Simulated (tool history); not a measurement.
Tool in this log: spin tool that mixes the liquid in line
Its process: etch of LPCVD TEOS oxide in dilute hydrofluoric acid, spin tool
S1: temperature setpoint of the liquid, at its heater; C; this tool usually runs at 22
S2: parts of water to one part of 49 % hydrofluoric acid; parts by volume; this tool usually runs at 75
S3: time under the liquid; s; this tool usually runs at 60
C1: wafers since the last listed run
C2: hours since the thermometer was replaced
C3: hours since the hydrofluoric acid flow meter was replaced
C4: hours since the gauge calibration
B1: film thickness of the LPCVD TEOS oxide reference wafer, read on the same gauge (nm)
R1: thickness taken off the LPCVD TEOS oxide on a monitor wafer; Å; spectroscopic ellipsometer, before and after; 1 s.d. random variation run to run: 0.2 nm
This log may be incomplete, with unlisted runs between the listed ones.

run,day,S1,S2,S3,C1,C2,C3,C4,B1,R1
1,0,22,75,45,0,846.8,1492.8,3610.4,29.99,247.5
2,1.896,20,75,60,414,892.3,1538.3,3655.9,29.99,304.6
3,3.742,20,75,60,403,936.6,1582.6,3700.2,30,303.2
# day 4.108: gauge calibrated
4,6.596,22,60,60,623,1005.1,1651.1,59.7,30.01,419.4
5,8.8,22,75,90,481,1058,1704,112.6,29.98,492.6
6,11.208,22,75,90,526,1115.8,1761.8,170.4,30,491.7
7,14.529,22,95,60,725,1195.5,1841.5,250.1,30,253.2
8,17.812,22,95,60,717,1274.3,1920.3,328.9,30,255.4
9,21.692,17.5,40,60,847,1367.4,2013.4,422,30.01,534.9
# day 22.642: hydrofluoric acid flow meter replaced
10,25.817,25,75,60,892,1466.4,76.2,521,30,373
11,28.775,22,75,60,646,1537.4,147.2,592,29.99,333.9
12,31.529,20.5,75,60,601,1603.5,213.3,658.1,30,313.5
13,35.625,22,65,60,895,1701.8,311.6,756.4,30,387.6
14,37.925,20,85,80,502,1757,366.8,811.6,30,352
15,41.096,22,100,60,692,1833.1,442.9,887.7,30.03,246
16,44.079,22,75,60,651,1904.7,514.5,959.3,29.98,331.9
17,46.242,22,75,75,472,1956.6,566.4,1011.2,29.99,417.6
18,50.275,24.5,45,60,881,2053.4,663.2,1108,30.01,643.4
19,52.196,22,75,85,419,2099.5,709.3,1154.1,30,478.1
# day 53.179: thermometer replaced
20,54.358,27,100,60,463,28.3,761.2,1206,30.01,286.5
21,56.967,22,75,60,570,90.9,823.8,1268.6,29.97,323.2
22,58.771,22,75,60,394,134.2,867.1,1311.9,30.02,326.2
23,61.546,20,110,30,606,200.8,933.7,1378.5,30,97.9
24,63.112,22,75,60,342,238.4,971.3,1416.1,30,326
25,64.671,18,75,60,340,275.8,1008.7,1453.5,29.99,276.3
26,68.146,22,75,60,759,359.2,1092.1,1536.9,30,323.2
27,69.675,22,75,60,334,395.9,1128.8,1573.6,29.99,328.5
28,73.246,18.5,50,80,780,481.6,1214.5,1659.3,29.99,579.9
29,76.317,22,75,60,671,555.3,1288.2,1733,30.01,323.7
30,78.571,22,75,60,492,609.4,1342.3,1787.1,29.99,327.9
31,82.538,26,75,60,866,704.6,1437.5,1882.3,30,384.9
32,84.067,23.5,110,60,334,741.3,1474.2,1919,30.01,229.9

Below, each run's measurement less what the same run would have read without the hidden state. Both values contain the same run-to-run variation, but the gauge's scatter may not be the same in both:
Hidden conditions of the tool in this case: liquid hotter than its thermometer reads (K); hydrofluoric acid flow above the setpoint (%); gauge reads high (%).
run,R1
1,+4.5
2,+5.7
3,+5.9
4,+8.6
5,+10.4
6,+10.8
7,+5.7
8,+6.2
9,+14.7
10,+10
11,+9.6
12,+9.5
13,+12.3
14,+11.5
15,+8.1
16,+11.4
17,+14.8
18,+23.8
19,+18
20,+1.6
21,+2.4
22,+2.6
23,+0.8
24,+3.2
25,+3
26,+3.8
27,+4
28,+8.2
29,+4.7
30,+5.2
31,+6.3
32,+3.9

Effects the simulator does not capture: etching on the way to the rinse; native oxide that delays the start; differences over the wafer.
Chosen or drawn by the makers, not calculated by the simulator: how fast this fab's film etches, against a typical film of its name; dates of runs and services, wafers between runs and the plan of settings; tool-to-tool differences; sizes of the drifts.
